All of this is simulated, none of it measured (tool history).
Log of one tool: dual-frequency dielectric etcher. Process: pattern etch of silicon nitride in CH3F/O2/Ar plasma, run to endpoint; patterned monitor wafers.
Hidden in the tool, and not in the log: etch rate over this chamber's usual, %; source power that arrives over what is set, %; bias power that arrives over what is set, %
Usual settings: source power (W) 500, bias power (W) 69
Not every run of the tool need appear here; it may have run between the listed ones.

run   hour  source power (W)  bias power (W)  wafers since the last listed run  hours since the last wet clean  hours since the last source power generator calibration  hours since the last bias power generator calibration  hours since the last upper electrode change  incoming incoming film thickness, nm  endpoint time (s)
  1    0.0               460              61                                 0                           186.3                                                   1927.4                                                 4219.8                                       5142.7                                 28.78               40.8
  2   16.0               580              75                               175                           202.3                                                   1943.4                                                 4235.8                                       5158.7                                 28.40               34.5
  3   33.0               500              69                               186                           219.3                                                   1960.4                                                 4252.8                                       5175.7                                 28.42               37.0
  4   43.1               500              69                               110                           229.4                                                   1970.5                                                 4262.9                                       5185.8                                 28.83               37.5
  5   55.6               500              69                               136                           241.9                                                   1983.0                                                 4275.4                                       5198.3                                 28.60               37.3
  6   66.1               500              69                               114                           252.4                                                   1993.5                                                 4285.9                                       5208.8                                 28.70               37.5
  7   75.1               500              69                                98                           261.4                                                   2002.5                                                 4294.9                                       5217.8                                 28.50               37.5
  8   90.2               500              69                               165                           276.5                                                   2017.6                                                 4310.0                                       5232.9                                 28.86               37.5
      99.1  -- bias power generator calibrated
  9   99.6               500              69                                59                           285.9                                                   2027.0                                                    0.5                                       5242.3                                 28.62               37.0
 10  108.5               500              82                                97                           294.8                                                   2035.9                                                    9.4                                       5251.2                                 28.44               33.8
     115.3  -- source power generator calibrated
 11  122.8               500              82                               112                           309.1                                                      7.5                                                   23.7                                       5265.5                                 28.61               34.3
 12  129.8               500              69                                76                           316.1                                                     14.5                                                   30.7                                       5272.5                                 28.50               36.7
 13  147.0               500              79                               188                           333.3                                                     31.7                                                   47.9                                       5289.7                                 28.72               34.9
 14  163.9               500              79                               185                           350.2                                                     48.6                                                   64.8                                       5306.6                                 28.66               34.5
 15  179.4               500              69                               169                           365.7                                                     64.1                                                   80.3                                       5322.1                                 28.43               36.4
 16  195.7               570              80                               178                           382.0                                                     80.4                                                   96.6                                       5338.4                                 28.41               33.2
     224.8  -- upper electrode replaced
     248.3  -- wet clean of the chamber
 17  248.8               500              69                                61                             0.5                                                    133.5                                                  149.7                                         24.0                                 28.46               37.8
 18  249.1               390              80                                 3                             0.8                                                    133.8                                                  150.0                                         24.3                                 28.59               37.6
 19  252.1               460              59                                32                             3.8                                                    136.8                                                  153.0                                         27.3                                 28.68               42.3
 20  261.2               420              55                                99                            12.9                                                    145.9                                                  162.1                                         36.4                                 28.73               44.3
 21  274.1               500              69                               141                            25.8                                                    158.8                                                  175.0                                         49.3                                 28.43               37.7
 22  289.2               500              69                               165                            40.9                                                    173.9                                                  190.1                                         64.4                                 28.80               38.3
 23  303.7               500              64                               158                            55.4                                                    188.4                                                  204.6                                         78.9                                 28.67               39.0
 24  318.8               460              62                               165                            70.5                                                    203.5                                                  219.7                                         94.0                                 28.37               40.4
 25  332.5               500              80                               150                            84.2                                                    217.2                                                  233.4                                        107.7                                 28.68               35.3
 26  342.1               500              69                               105                            93.8                                                    226.8                                                  243.0                                        117.3                                 28.72               37.9
 27  381.0               420              76                               425                           132.7                                                    265.7                                                  281.9                                        156.2                                 28.26               37.1
 28  398.8               410              59                               194                           150.5                                                    283.5                                                  299.7                                        174.0                                 28.84               42.5
 29  410.6               540              69                               129                           162.3                                                    295.3                                                  311.5                                        185.8                                 28.65               36.8
 30  423.8               430              59                               144                           175.5                                                    308.5                                                  324.7                                        199.0                                 29.06               42.9
 31  437.4               500              69                               148                           189.1                                                    322.1                                                  338.3                                        212.6                                 28.42               37.4
 32  447.5               540              76                               110                           199.2                                                    332.2                                                  348.4                                        222.7                                 28.62               35.1
 33  455.9               570              65                                91                           207.6                                                    340.6                                                  356.8                                        231.1                                 28.45               36.7
 34  462.0               530              53                                66                           213.7                                                    346.7                                                  362.9                                        237.2                                 28.44               41.8

5 ways to go on from here, each from the tool as it stands after run 34. What would each give?
  A  462.4               500              77                                 4                           214.1                                                    347.1                                                  363.3                                        237.6                                 28.31                  ?
  B  462.4               540              80                                 4                           214.1                                                    347.1                                                  363.3                                        237.6                                 28.31                  ?
  C  462.4               470              64                                 4                           214.1                                                    347.1                                                  363.3                                        237.6                                 28.31                  ?
  D  462.4               420              59                                 4                           214.1                                                    347.1                                                  363.3                                        237.6                                 28.31                  ?
  E  462.4               500              76                                 4                           214.1                                                    347.1                                                  363.3                                        237.6                                 28.31                  ?

run  endpoint time (s)
  A               35.2
  B               34.0
  C               38.8
  D               41.3
  E               35.4
The same runs, with their run-to-run variation unchanged, on a tool lacking any hidden condition would have given:
run  endpoint time (s)
  A               36.0
  B               34.8
  C               39.7
  D               42.3
  E               36.2

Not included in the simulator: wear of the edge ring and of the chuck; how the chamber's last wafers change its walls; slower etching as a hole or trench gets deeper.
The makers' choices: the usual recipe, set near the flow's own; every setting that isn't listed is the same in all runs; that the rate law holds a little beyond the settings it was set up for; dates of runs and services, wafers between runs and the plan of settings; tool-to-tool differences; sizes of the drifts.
